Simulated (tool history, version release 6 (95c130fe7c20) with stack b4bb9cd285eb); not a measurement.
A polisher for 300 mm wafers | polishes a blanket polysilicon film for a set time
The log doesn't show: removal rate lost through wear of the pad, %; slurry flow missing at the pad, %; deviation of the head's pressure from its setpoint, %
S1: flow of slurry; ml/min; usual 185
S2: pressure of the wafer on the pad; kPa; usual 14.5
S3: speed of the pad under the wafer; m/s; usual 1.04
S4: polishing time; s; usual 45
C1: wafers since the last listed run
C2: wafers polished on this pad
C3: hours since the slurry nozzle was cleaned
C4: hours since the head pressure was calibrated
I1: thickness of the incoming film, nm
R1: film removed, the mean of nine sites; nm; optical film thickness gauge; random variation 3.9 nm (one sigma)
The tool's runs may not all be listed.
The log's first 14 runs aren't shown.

run	hour	S1	S2	S3	S4	C1	C2	C3	C4	I1	R1
15	442.2	225	16.5	0.82	45	484	869	468.4	93.2	958.9	253.2
16	461.3	220	9.7	1.36	50	181	1051	487.5	112.3	973.7	259.6
17	485.5	215	14.5	0.92	45	230	1281	511.7	136.5	954.6	240.3
18	507	160	18.6	1.04	45	204	1486	533.2	158	962.7	332
19	531.6	215	14.5	0.72	45	234	1720	557.8	182.6	958.3	196
# hour 539.2: slurry nozzle cleaned
20	559.8	230	18.6	1.22	53	258	1979	20.6	210.8	974.8	460.1
21	588.3	135	17.9	0.72	41	271	2250	49.1	239.3	959.2	211.2
# hour 621.1: worn pad replaced by a new one
22	623.4	185	9.7	1.04	45	295	22	84.2	274.4	954.1	175.9
# hour 637: head pressure recalibrated
23	649.7	185	15.9	1.32	45	231	253	110.5	12.7	959.8	376
24	681.6	215	12.4	1.04	45	303	556	142.4	44.6	964.4	232.4
25	717.6	125	14.5	1.04	38	342	899	178.4	80.6	957.1	213.8
26	732.8	185	15.9	0.7	45	144	1044	193.6	95.8	960.1	207.9
27	806.1	210	17.9	1.04	40	697	1741	266.9	169.1	956.5	294.7
28	818.7	185	14.5	1.04	45	119	1861	279.5	181.7	943.9	260.8
29	833.3	185	14.5	1.04	29	138	2000	294.1	196.3	958.7	173.7
30	859.3	245	14.5	1.04	29	247	2247	320.1	222.3	944	173.1
31	876.4	185	11	1.04	57	162	2410	337.2	239.4	964.7	254.7
# hour 923.6: worn pad replaced by a new one
# hour 952.3: head pressure recalibrated
32	963.1	185	14.5	1.04	45	767	357	423.9	10.8	972.8	276.9
33	976.5	185	14.5	1.04	45	127	484	437.3	24.2	959.5	284
34	991.1	205	11.7	1.28	54	138	623	451.9	38.8	945.3	325.3
35	1012.9	140	10.3	0.72	49	207	831	473.7	60.6	958.9	147.1
36	1035.6	215	17.2	1.26	45	215	1046	496.4	83.3	971.2	386.7

Forecast each of these 5 alternatives for the next run:
A	1036	185	14.5	1.04	45	3	1050	496.8	83.7	968.2	?
B	1036	185	14.5	1.2	45	3	1050	496.8	83.7	968.2	?
C	1036	235	11	0.86	59	3	1050	496.8	83.7	968.2	?
D	1036	200	14.5	1.04	50	3	1050	496.8	83.7	968.2	?
E	1036	245	17.9	0.94	45	3	1050	496.8	83.7	968.2	?

run	R1
A	272
B	308.8
C	236.4
D	304.9
E	317.7
Without the tool's hidden state the same runs would have given:
run	R1
A	281.3
B	319.3
C	244.5
D	315.3
E	328.6
